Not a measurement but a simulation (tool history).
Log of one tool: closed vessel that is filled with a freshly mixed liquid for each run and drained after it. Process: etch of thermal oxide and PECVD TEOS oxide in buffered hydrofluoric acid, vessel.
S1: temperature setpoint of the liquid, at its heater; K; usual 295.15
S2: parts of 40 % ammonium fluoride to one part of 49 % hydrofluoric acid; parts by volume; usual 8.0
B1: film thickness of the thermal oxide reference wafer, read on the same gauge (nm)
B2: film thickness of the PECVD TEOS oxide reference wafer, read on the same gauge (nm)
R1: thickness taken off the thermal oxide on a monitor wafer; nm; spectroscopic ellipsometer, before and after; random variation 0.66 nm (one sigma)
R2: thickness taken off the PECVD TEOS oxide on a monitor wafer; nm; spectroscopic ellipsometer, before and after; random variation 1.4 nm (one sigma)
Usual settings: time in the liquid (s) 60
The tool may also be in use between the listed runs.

run 1 hour=0.0 | S1=295.15 S2=8.0 time_in_the_liquid_(s)=60 | B1=100.00 B2=39.99 | R1=71.09 R2=131.62
run 2 hour=56.4 | S1=295.15 S2=8.0 time_in_the_liquid_(s)=60 | B1=99.97 B2=39.98 | R1=69.66 R2=134.39
run 3 hour=125.4 | S1=295.15 S2=8.0 time_in_the_liquid_(s)=60 | B1=100.01 B2=39.96 | R1=69.57 R2=131.27
run 4 hour=196.3 | S1=295.15 S2=8.0 time_in_the_liquid_(s)=60 | B1=100.00 B2=39.97 | R1=68.28 R2=130.25
-- hour=250.2 hydrofluoric acid flow meter replaced
run 5 hour=517.4 | S1=295.15 S2=8.0 time_in_the_liquid_(s)=60 | B1=100.02 B2=39.98 | R1=72.88 R2=137.38
run 6 hour=614.8 | S1=295.15 S2=8.0 time_in_the_liquid_(s)=60 | B1=100.03 B2=40.02 | R1=69.74 R2=134.37
run 7 hour=683.5 | S1=295.15 S2=8.0 time_in_the_liquid_(s)=60 | B1=99.98 B2=39.96 | R1=69.48 R2=131.74
-- hour=720.4 gauge calibrated
-- hour=741.2 thermometer replaced
run 8 hour=741.7 | S1=295.15 S2=8.0 time_in_the_liquid_(s)=60 | B1=100.01 B2=40.00 | R1=70.42 R2=130.52
run 9 hour=818.6 | S1=295.15 S2=8.0 time_in_the_liquid_(s)=90 | B1=100.00 B2=39.99 | R1=103.13 R2=193.51
-- hour=838.1 hydrofluoric acid flow meter replaced
run 10 hour=880.9 | S1=295.15 S2=8.0 time_in_the_liquid_(s)=60 | B1=100.04 B2=39.99 | R1=75.89 R2=144.20
run 11 hour=950.0 | S1=295.15 S2=6.5 time_in_the_liquid_(s)=60 | B1=99.99 B2=40.00 | R1=91.28 R2=169.78
run 12 hour=1012.0 | S1=291.65 S2=6.0 time_in_the_liquid_(s)=30 | B1=100.04 B2=40.00 | R1=40.54 R2=75.04
run 13 hour=1074.1 | S1=292.65 S2=6.5 time_in_the_liquid_(s)=40 | B1=100.04 B2=39.98 | R1=52.20 R2=98.79
run 14 hour=1156.1 | S1=290.65 S2=6.0 time_in_the_liquid_(s)=60 | B1=100.01 B2=40.00 | R1=74.61 R2=139.93
run 15 hour=1194.1 | S1=295.15 S2=6.5 time_in_the_liquid_(s)=70 | B1=99.97 B2=40.00 | R1=105.09 R2=197.13
run 16 hour=1246.2 | S1=297.65 S2=8.0 time_in_the_liquid_(s)=60 | B1=100.00 B2=39.99 | R1=79.78 R2=151.59

3 ways to go on from here, each from the tool as it stands after run 16. What would each give?
run A hour=1246.9 | S1=295.15 S2=8.0 time_in_the_liquid_(s)=60 | B1=? B2=? | R1=? R2=?
run B hour=1246.9 | S1=299.15 S2=9.0 time_in_the_liquid_(s)=40 | B1=? B2=? | R1=? R2=?
run C hour=1246.9 | S1=296.65 S2=6.0 time_in_the_liquid_(s)=45 | B1=? B2=? | R1=? R2=?

run=A B1=99.97 B2=39.99 R1=70.61 R2=132.97
run=B B1=99.97 B2=39.99 R1=53.13 R2=100.06
run=C B1=99.97 B2=39.99 R1=77.06 R2=145.11
Without the tool's hidden state the same runs would have given:
run=A R1=75.99 R2=143.09
run=B R1=55.44 R2=104.40
run=C R1=81.70 R2=153.86

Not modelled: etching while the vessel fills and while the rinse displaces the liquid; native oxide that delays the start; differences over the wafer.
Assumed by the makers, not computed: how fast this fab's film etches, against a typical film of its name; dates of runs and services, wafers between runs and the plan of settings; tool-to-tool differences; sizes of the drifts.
